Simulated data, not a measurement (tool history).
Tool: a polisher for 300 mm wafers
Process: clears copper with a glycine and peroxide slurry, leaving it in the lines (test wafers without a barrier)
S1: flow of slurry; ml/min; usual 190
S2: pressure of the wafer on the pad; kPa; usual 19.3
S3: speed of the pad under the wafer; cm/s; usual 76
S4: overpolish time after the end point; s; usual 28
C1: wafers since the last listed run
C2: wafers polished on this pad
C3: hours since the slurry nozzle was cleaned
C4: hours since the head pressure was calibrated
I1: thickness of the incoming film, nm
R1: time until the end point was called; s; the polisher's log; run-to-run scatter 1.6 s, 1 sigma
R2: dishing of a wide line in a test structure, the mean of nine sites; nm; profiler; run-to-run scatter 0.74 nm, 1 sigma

run,day,S1,S2,S3,S4,C1,C2,C3,C4,I1,R1,R2
1,0,190,19.3,60,28,0,23,414.3,287,688.4,253.2,48
2,4.125,190,19.3,60,28,491,515,513.3,386,686.2,251.2,46.6
3,8.062,190,19.3,60,28,469,985,607.8,480.5,685.4,256.6,47.5
# day 9.467: slurry nozzle cleaned, repeated, since the last time left the tool worse
4,10.954,190,19.3,76,28,339,1324,35.7,549.9,684.8,178.8,61
5,14.283,190,19.3,76,28,396,1721,115.6,629.8,698.4,182.8,62.4
6,16.288,190,19.3,76,39,238,1960,163.7,677.9,685.9,185.9,77.4
7,20.112,190,19.3,76,39,456,2416,255.5,769.7,677.3,180,76.4
# day 22.704: head pressure recalibrated
8,23.883,190,19.3,76,39,439,2856,346,28.3,687.7,186.5,76.8
9,26.871,190,19.3,76,28,356,3212,417.7,100,684.2,183.5,60
10,28.708,190,22.8,82,14,219,3431,461.8,144.1,689.4,155.1,40.4
11,31.383,190,13.1,76,45,318,3750,526,208.3,676.9,241.1,67
# day 33.325: worn pad replaced by a new one
12,34.712,240,24.8,92,28,377,165,605.9,288.2,685,125,79.9
13,37.246,250,22.1,76,12,302,467,666.7,349,694,161.9,33.2
14,40.296,190,19.3,76,28,363,831,739.9,422.2,694.1,188.9,59.5
# day 43.738: slurry nozzle cleaned
15,46.662,190,23.4,76,13,754,1585,70.2,575,697.4,157.7,37.4
16,50.442,190,15.2,56,20,450,2036,160.9,665.7,687.3,270,33.6
17,52.179,190,25.5,58,17,207,2243,202.6,707.4,683.6,181.8,41.7
18,54.796,130,19.3,100,34,311,2555,265.4,770.2,688.9,159.2,75.6
19,56.583,175,19.3,76,28,213,2768,308.3,813.1,686.2,184.9,60
20,60.654,190,19.3,76,28,485,3253,406,910.8,681.3,183.2,60.4
# day 62.654: worn pad replaced by a new one
21,63.692,190,22.1,76,36,342,123,478.9,983.7,685.2,166.8,79.2
# day 64.229: head pressure recalibrated
22,67.167,190,19.3,60,28,404,528,562.3,70.5,685.1,218,53.5
23,71.533,190,19.3,76,28,520,1048,667.1,175.3,688,186.4,59.4
24,73.588,190,19.3,76,28,244,1293,716.4,224.6,686.4,185.7,60.7
25,77.829,215,19.3,76,28,505,1799,818.2,326.4,693.1,183.7,60.6
# day 79.438: slurry nozzle cleaned
26,80.746,190,16.5,76,28,342,2142,31.4,396.4,688.1,200.1,57.1
27,84.804,125,19.3,54,39,483,2626,128.8,493.8,688.3,253.7,60.7
28,87.321,190,19.3,96,41,300,2926,189.2,554.2,693.5,155.3,87.4
# day 89.296: worn pad replaced by a new one
29,90.346,190,19.3,76,28,340,125,261.8,626.8,689.1,182.9,61.7
30,93.638,190,19.3,76,28,392,517,340.8,705.8,692.2,183,60.6
31,96.908,190,19.3,92,28,389,907,419.3,784.3,677.4,155.5,67.8
32,101.071,190,26.2,76,35,496,1403,519.2,884.2,686.6,145.2,83.1
# day 101.446: head pressure recalibrated
33,104.892,155,24.8,58,15,445,1849,610.9,82.7,674,196.2,34.2
34,107.338,145,19.3,76,18,291,2141,669.6,141.4,678.2,195.6,40.3

How would selected steps in R1 from run to run divide? Give the signed amount a tool lacking its hidden state would still show from settings, what came in and random variation, and the signed amount left for the hidden state, including any gauge scatter that is not in both of the compared results.
The hidden state here: removal rate lost through wear of the pad, %; slurry flow missing at the pad, %; deviation of the head's pressure from its setpoint, %.
Run 3 -> 4: S3 60 -> 76, slurry nozzle cleaned, repeated, since the last time left the tool worse. R1 -77.8 s: hidden state -40.4, all else -37.4.
Run 11 -> 12: S1 190 -> 240, S2 13.1 -> 24.8, S3 76 -> 92, S4 45 -> 28, worn pad replaced by a new one. R1 -116.1 s: hidden state -4.9, all else -111.2.
Run 14 -> 15: S2 19.3 -> 23.4, S4 28 -> 13, slurry nozzle cleaned. R1 -31.2 s: hidden state -5.4, all else -25.8.
Run 15 -> 16: S2 23.4 -> 15.2, S3 76 -> 56, S4 13 -> 20. R1 +112.3 s: hidden state +3.5, all else +108.8.
Run 25 -> 26: S1 215 -> 190, S2 19.3 -> 16.5, slurry nozzle cleaned. R1 +16.4 s: hidden state -5.3, all else +21.7.
Run 27 -> 28: S1 125 -> 190, S3 54 -> 96, S4 39 -> 41. R1 -98.4 s: hidden state -2.8, all else -95.6.
